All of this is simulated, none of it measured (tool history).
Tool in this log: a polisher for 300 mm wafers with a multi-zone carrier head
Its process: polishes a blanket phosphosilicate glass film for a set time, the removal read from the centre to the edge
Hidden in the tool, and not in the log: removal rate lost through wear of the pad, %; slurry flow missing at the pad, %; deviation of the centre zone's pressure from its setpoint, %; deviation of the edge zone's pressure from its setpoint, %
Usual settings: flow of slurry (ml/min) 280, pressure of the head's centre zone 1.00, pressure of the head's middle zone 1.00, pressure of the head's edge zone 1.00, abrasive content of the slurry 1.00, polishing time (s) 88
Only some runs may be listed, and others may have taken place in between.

run	day	flow of slurry (ml/min)	pressure of the head's centre zone	pressure of the head's middle zone	pressure of the head's edge zone	abrasive content of the slurry	polishing time (s)	wafers since the last listed run	wafers polished on this pad	hours since the slurry nozzle was cleaned	hours since the centre zone pressure was calibrated	hours since the edge zone pressure was calibrated	hours since the carrier head's membrane was replaced	incoming thickness of the incoming film, nm	film removed at the wafer's centre (Å)	film removed at mid-radius (Å)	film removed at the wafer's edge (Å)
1	0.000	280	1.03	1.00	1.00	1.00	88	0	610	402.0	9.9	938.1	530.5	3647.0	8238	7932	8052
2	1.350	280	1.00	1.00	1.00	1.00	88	248	858	434.4	42.3	970.5	562.9	3616.6	7747	7945	7967
3	2.812	280	1.00	1.00	1.00	1.00	88	269	1128	469.5	77.4	1005.6	598.0	3643.1	7654	7831	7818
4	4.246	280	1.00	1.00	1.00	1.00	88	263	1391	503.9	111.8	1040.0	632.4	3666.3	7406	7453	7527
# day 4.488: worn pad replaced by a new one
5	5.483	280	0.90	0.88	1.11	1.00	88	197	183	533.6	141.5	1069.7	662.1	3641.6	7112	7393	8402
# day 5.738: edge zone pressure recalibrated
6	6.175	280	1.00	1.00	1.00	1.00	88	111	295	550.2	158.1	10.5	678.7	3653.6	7979	7838	8083
# day 6.650: carrier head's membrane replaced by a new one
7	6.775	280	1.00	1.00	1.00	1.00	88	72	367	564.6	172.5	24.9	3.0	3646.5	7950	8025	8128
8	7.379	345	1.00	1.00	1.09	1.00	74	111	478	579.1	187.0	39.4	17.5	3653.5	6838	6898	7242
# day 8.504: slurry nozzle cleaned
9	8.871	335	0.94	1.00	0.88	1.00	115	266	745	8.8	222.8	75.2	53.3	3613.9	9652	10501	9964
10	9.583	280	1.00	1.00	1.00	1.00	88	131	876	25.9	239.9	92.3	70.4	3639.4	7639	7777	7751
# day 10.762: worn pad replaced by a new one
11	10.783	250	1.00	1.00	1.00	1.00	88	190	3	54.7	268.7	121.1	99.2	3584.6	7802	8089	7866
12	11.200	280	0.92	1.00	1.00	1.15	88	76	80	64.7	278.7	131.1	109.2	3668.5	7760	8780	8846
13	12.096	340	1.00	1.00	1.00	1.00	88	164	245	86.2	300.2	152.6	130.7	3703.0	7889	8130	8274

Run 14 is up next; what results do you expect?
14	12.617	280	1.09	1.00	1.00	1.00	61	95	341	98.7	312.7	165.1	143.2	3574.4	?	?	?

film removed at the wafer's centre (Å): 5937
film removed at mid-radius (Å): 5539
film removed at the wafer's edge (Å): 5668
On a tool with no hidden condition, and with the same random variation, this run would have come out at film removed at the wafer's centre (Å) 6188, film removed at mid-radius (Å) 5594, film removed at the wafer's edge (Å) 5725.
